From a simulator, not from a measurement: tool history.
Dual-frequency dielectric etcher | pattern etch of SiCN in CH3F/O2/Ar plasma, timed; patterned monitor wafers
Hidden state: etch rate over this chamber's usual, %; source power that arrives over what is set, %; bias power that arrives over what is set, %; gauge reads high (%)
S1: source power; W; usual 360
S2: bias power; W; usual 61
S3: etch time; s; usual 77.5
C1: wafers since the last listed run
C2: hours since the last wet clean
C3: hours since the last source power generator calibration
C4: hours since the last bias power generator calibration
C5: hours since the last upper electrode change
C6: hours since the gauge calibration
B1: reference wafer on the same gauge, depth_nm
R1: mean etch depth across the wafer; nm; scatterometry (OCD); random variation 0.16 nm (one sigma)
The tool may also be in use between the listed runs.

Run 1, hour 0.0: usual settings but S2 72 W; C1 0; C2 303.1; C3 1733.6; C4 4895.9; C5 5041.1; C6 38.9; B1 24.41. Result: R1 27.83 nm.
Run 2, hour 9.4: usual settings but S2 72 W; C1 75; C2 312.5; C3 1743.0; C4 4905.3; C5 5050.5; C6 48.3; B1 24.40. Result: R1 28.05 nm.
Run 3, hour 27.2: usual settings but S2 72 W; C1 142; C2 330.3; C3 1760.8; C4 4923.1; C5 5068.3; C6 66.1; B1 24.40. Result: R1 28.01 nm.
Run 4, hour 42.3: usual settings; C1 120; C2 345.4; C3 1775.9; C4 4938.2; C5 5083.4; C6 81.2; B1 24.41. Result: R1 26.88 nm.
Run 5, hour 48.7: usual settings; C1 51; C2 351.8; C3 1782.3; C4 4944.6; C5 5089.8; C6 87.6; B1 24.42. Result: R1 26.81 nm.
Run 6, hour 60.5: usual settings; C1 94; C2 363.6; C3 1794.1; C4 4956.4; C5 5101.6; C6 99.4; B1 24.40. Result: R1 26.76 nm.
At hour 125.2: upper electrode replaced.
Run 7, hour 125.7: usual settings; C1 328; C2 428.8; C3 1859.3; C4 5021.6; C5 0.5; C6 164.6; B1 24.40. Result: R1 26.22 nm.
Run 8, hour 126.0: usual settings; C1 2; C2 429.1; C3 1859.6; C4 5021.9; C5 0.8; C6 164.9; B1 24.39. Result: R1 26.72 nm.
Run 9, hour 127.6: usual settings; C1 12; C2 430.7; C3 1861.2; C4 5023.5; C5 2.4; C6 166.5; B1 24.40. Result: R1 26.49 nm.
At hour 167.2: bias power generator calibrated.
At hour 178.4: source power generator calibrated.
At hour 184.3: wet clean of the chamber.
Run 10, hour 184.8: usual settings; C1 345; C2 0.5; C3 6.4; C4 17.6; C5 59.6; C6 223.7; B1 24.41. Result: R1 27.70 nm.
Run 11, hour 185.2: usual settings; C1 3; C2 0.9; C3 6.8; C4 18.0; C5 60.0; C6 224.1; B1 24.42. Result: R1 27.51 nm.
Run 12, hour 193.7: usual settings but S1 430 W, S3 84.0 s; C1 67; C2 9.4; C3 15.3; C4 26.5; C5 68.5; C6 232.6; B1 24.39. Result: R1 31.90 nm.
Run 13, hour 206.3: usual settings; C1 100; C2 22.0; C3 27.9; C4 39.1; C5 81.1; C6 245.2; B1 24.39. Result: R1 27.61 nm.
Run 14, hour 222.1: usual settings but S2 50 W; C1 126; C2 37.8; C3 43.7; C4 54.9; C5 96.9; C6 261.0; B1 24.38. Result: R1 26.00 nm.
At hour 222.9: gauge calibrated.
Run 15, hour 234.6: usual settings but S3 100.5 s; C1 99; C2 50.3; C3 56.2; C4 67.4; C5 109.4; C6 11.7; B1 24.41. Result: R1 35.45 nm.
Run 16, hour 248.6: usual settings but S2 72 W, S3 56.0 s; C1 111; C2 64.3; C3 70.2; C4 81.4; C5 123.4; C6 25.7; B1 24.42. Result: R1 20.59 nm.
Run 17, hour 257.9: usual settings but S1 440 W, S2 71 W, S3 97.0 s; C1 74; C2 73.6; C3 79.5; C4 90.7; C5 132.7; C6 35.0; B1 24.38. Result: R1 38.74 nm.
Run 18, hour 274.0: usual settings but S2 73 W, S3 57.5 s; C1 128; C2 89.7; C3 95.6; C4 106.8; C5 148.8; C6 51.1; B1 24.41. Result: R1 21.02 nm.
Run 19, hour 291.0: usual settings but S1 300 W, S2 54 W, S3 61.0 s; C1 135; C2 106.7; C3 112.6; C4 123.8; C5 165.8; C6 68.1; B1 24.42. Result: R1 19.32 nm.
Run 20, hour 297.1: usual settings but S1 430 W, S3 84.0 s; C1 48; C2 112.8; C3 118.7; C4 129.9; C5 171.9; C6 74.2; B1 24.38. Result: R1 32.08 nm.
Run 21, hour 309.6: usual settings; C1 99; C2 125.3; C3 131.2; C4 142.4; C5 184.4; C6 86.7; B1 24.40. Result: R1 26.99 nm.
Run 22, hour 324.3: usual settings; C1 117; C2 140.0; C3 145.9; C4 157.1; C5 199.1; C6 101.4; B1 24.39. Result: R1 27.21 nm.
Run 23, hour 334.1: usual settings but S2 72 W; C1 78; C2 149.8; C3 155.7; C4 166.9; C5 208.9; C6 111.2; B1 24.41. Result: R1 28.28 nm.
Run 24, hour 347.2: usual settings but S2 56 W, S3 64.0 s; C1 104; C2 162.9; C3 168.8; C4 180.0; C5 222.0; C6 124.3; B1 24.37. Result: R1 22.02 nm.
Run 25, hour 357.6: usual settings but S1 420 W, S2 68 W, S3 91.0 s; C1 83; C2 173.3; C3 179.2; C4 190.4; C5 232.4; C6 134.7; B1 24.41. Result: R1 34.67 nm.
Run 26, hour 372.7: usual settings but S2 56 W, S3 64.0 s; C1 120; C2 188.4; C3 194.3; C4 205.5; C5 247.5; C6 149.8; B1 24.38. Result: R1 21.88 nm.

Forecast each of these 3 alternatives for the next run:
Run A, hour 373.1: usual settings; C1 3; C2 188.8; C3 194.7; C4 205.9; C5 247.9; C6 150.2; B1 ?. Result: R1 ?.
Run B, hour 373.1: usual settings but S1 410 W, S2 56 W; C1 3; C2 188.8; C3 194.7; C4 205.9; C5 247.9; C6 150.2; B1 ?. Result: R1 ?.
Run C, hour 373.1: usual settings but S3 58.5 s; C1 3; C2 188.8; C3 194.7; C4 205.9; C5 247.9; C6 150.2; B1 ?. Result: R1 ?.

run     B1     R1
  A  24.41  26.99
  B  24.41  27.91
  C  24.41  20.37
Without the tool's hidden state the same runs would have given:
run     R1
  A  27.65
  B  28.59
  C  20.87

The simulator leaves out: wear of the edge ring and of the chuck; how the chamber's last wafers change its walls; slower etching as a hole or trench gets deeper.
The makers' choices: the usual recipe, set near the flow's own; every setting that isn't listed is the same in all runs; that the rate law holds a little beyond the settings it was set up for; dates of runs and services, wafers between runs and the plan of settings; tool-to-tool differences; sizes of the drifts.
